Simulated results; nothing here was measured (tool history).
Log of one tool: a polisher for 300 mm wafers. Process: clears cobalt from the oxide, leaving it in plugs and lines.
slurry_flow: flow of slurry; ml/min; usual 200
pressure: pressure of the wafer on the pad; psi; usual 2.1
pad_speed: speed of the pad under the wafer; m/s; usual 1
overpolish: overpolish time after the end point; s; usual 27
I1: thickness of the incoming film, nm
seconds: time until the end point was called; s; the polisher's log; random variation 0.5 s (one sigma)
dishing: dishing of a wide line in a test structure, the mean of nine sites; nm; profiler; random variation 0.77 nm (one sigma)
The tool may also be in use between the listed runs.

Run 1, day 0: usual settings but overpolish 22 s; I1 229. Result: seconds 48.4 s, dishing 48.7 nm.
Run 2, day 0.858: usual settings but overpolish 22 s; I1 226.4. Result: seconds 49.2 s, dishing 50 nm.
Run 3, day 1.583: usual settings; I1 228.1. Result: seconds 47.9 s, dishing 53.5 nm.
Run 4, day 2.762: usual settings; I1 229. Result: seconds 49.7 s, dishing 51.3 nm.
Run 5, day 3.262: usual settings; I1 227.5. Result: seconds 48.2 s, dishing 53 nm.
Run 6, day 4.017: usual settings but pressure 2.4 psi, overpolish 36 s; I1 229. Result: seconds 44.4 s, dishing 58.7 nm.
At day 4.188: worn pad replaced by a new one.
Run 7, day 5.412: usual settings but pressure 2.4 psi, overpolish 36 s; I1 231.3. Result: seconds 44.3 s, dishing 56 nm.
At day 6.225: slurry nozzle cleaned.
Run 8, day 6.592: usual settings but slurry_flow 215 ml/min; I1 233. Result: seconds 45 s, dishing 54.2 nm.
Run 9, day 7.846: usual settings but slurry_flow 215 ml/min; I1 231.2. Result: seconds 45.1 s, dishing 53.5 nm.
Run 10, day 9.146: usual settings but slurry_flow 215 ml/min; I1 226.8. Result: seconds 44.5 s, dishing 51.9 nm.
Run 11, day 9.883: usual settings; I1 232.2. Result: seconds 45.2 s, dishing 52.9 nm.
Run 12, day 12.125: usual settings but pad_speed 1.08 m/s; I1 230.1. Result: seconds 41.8 s, dishing 53.9 nm.
At day 12.938: head pressure recalibrated.
Run 13, day 13.025: usual settings but pad_speed 1.08 m/s; I1 233.2. Result: seconds 42.8 s, dishing 55.2 nm.
At day 13.388: worn pad replaced by a new one.
Run 14, day 14.521: usual settings but pad_speed 1.08 m/s; I1 230.3. Result: seconds 41.6 s, dishing 55.2 nm.
Run 15, day 15.733: usual settings but slurry_flow 245 ml/min, overpolish 19 s; I1 232.5. Result: seconds 45.9 s, dishing 49.8 nm.
Run 16, day 16.25: usual settings but slurry_flow 255 ml/min, pressure 1.9 psi, pad_speed 1.24 m/s, overpolish 33 s; I1 225.1. Result: seconds 38.2 s, dishing 57.1 nm.
Run 17, day 17.712: usual settings but slurry_flow 250 ml/min; I1 231.9. Result: seconds 46.2 s, dishing 53.7 nm.
Run 18, day 19.008: usual settings but pressure 1.6 psi, pad_speed 0.7 m/s; I1 230.2. Result: seconds 82.4 s, dishing 42.8 nm.
Run 19, day 20.15: usual settings but slurry_flow 265 ml/min, pressure 1.7 psi, pad_speed 0.72 m/s, overpolish 19 s; I1 228.4. Result: seconds 75.1 s, dishing 38.8 nm.
Run 20, day 21.179: usual settings; I1 228.8. Result: seconds 46 s, dishing 54 nm.
At day 22.596: worn pad replaced by a new one.
Run 21, day 22.617: usual settings but pressure 2.7 psi; I1 233.1. Result: seconds 37.8 s, dishing 56.4 nm.
Run 22, day 23.75: usual settings but slurry_flow 265 ml/min, pressure 1.7 psi, pad_speed 0.72 m/s, overpolish 19 s; I1 233.6. Result: seconds 75.6 s, dishing 38 nm.
Run 23, day 24.604: usual settings but pressure 1.5 psi; I1 229.5. Result: seconds 62.4 s, dishing 49.6 nm.
Run 24, day 25.708: usual settings but pressure 1.6 psi, pad_speed 0.7 m/s; I1 230.8. Result: seconds 86.3 s, dishing 43.1 nm.
Run 25, day 26.967: usual settings; I1 229. Result: seconds 47.2 s, dishing 52.4 nm.
Run 26, day 27.908: usual settings; I1 231.1. Result: seconds 48 s, dishing 53.7 nm.
Run 27, day 28.504: usual settings but slurry_flow 155 ml/min, pressure 2.8 psi, pad_speed 0.66 m/s; I1 232.8. Result: seconds 59.7 s, dishing 49.8 nm.
Run 28, day 29.742: usual settings but slurry_flow 165 ml/min, pressure 2.6 psi, pad_speed 1.1 m/s, overpolish 12 s; I1 230.3. Result: seconds 37.2 s, dishing 42.4 nm.
Run 29, day 30.712: usual settings but slurry_flow 230 ml/min, pressure 1.7 psi; I1 233.4. Result: seconds 56.1 s, dishing 50 nm.
Run 30, day 31.992: usual settings but overpolish 36 s; I1 228.7. Result: seconds 47.6 s, dishing 55.8 nm.
At day 32.162: worn pad replaced by a new one.
Run 31, day 32.517: usual settings; I1 228.1. Result: seconds 47.9 s, dishing 52.8 nm.
Run 32, day 33.812: usual settings but pad_speed 1.26 m/s, overpolish 16 s; I1 235.2. Result: seconds 39.2 s, dishing 48.9 nm.
Run 33, day 35.188: usual settings but slurry_flow 245 ml/min; I1 230. Result: seconds 46.3 s, dishing 53.3 nm.
At day 35.721: slurry nozzle cleaned.
Run 34, day 35.9: usual settings but slurry_flow 255 ml/min, pressure 2.3 psi; I1 231.1. Result: seconds 40.9 s, dishing 55.3 nm.
Run 35, day 36.883: usual settings but slurry_flow 220 ml/min, pressure 1.8 psi, pad_speed 0.78 m/s, overpolish 13 s; I1 234.3. Result: seconds 66.3 s, dishing 32.8 nm.

The same runs without the tool's hidden state, with the same run-to-run variation:
The hidden state here: removal rate lost through wear of the pad, %; slurry flow missing at the pad, %; deviation of the head's pressure from its setpoint, %.
run  seconds  dishing
  1     44.7       50
  2     45.3     51.4
  3     43.9     54.7
  4     45.3     52.5
  5     43.9     54.2
  6     40.3     59.3
  7     39.9     56.6
  8     44.8     54.3
  9     44.8     53.6
 10     44.1       52
 11     44.6       53
 12     41.2     54.1
 13       42     55.4
 14     40.7     55.5
 15       45     50.2
 16     37.5     57.2
 17     45.2       54
 18     79.8     43.5
 19     73.1     39.4
 20     44.3     54.5
 21     36.3     56.8
 22       73     38.7
 23     59.5     50.5
 24       82     44.2
 25     44.7     53.1
 26     45.3     54.4
 27     55.5       51
 28     34.5     43.9
 29     52.9     50.9
 30     44.3     56.3
 31     44.5     53.7
 32     36.2     50.3
 33     43.1     54.2
 34     40.7     55.3
 35     65.8     32.9
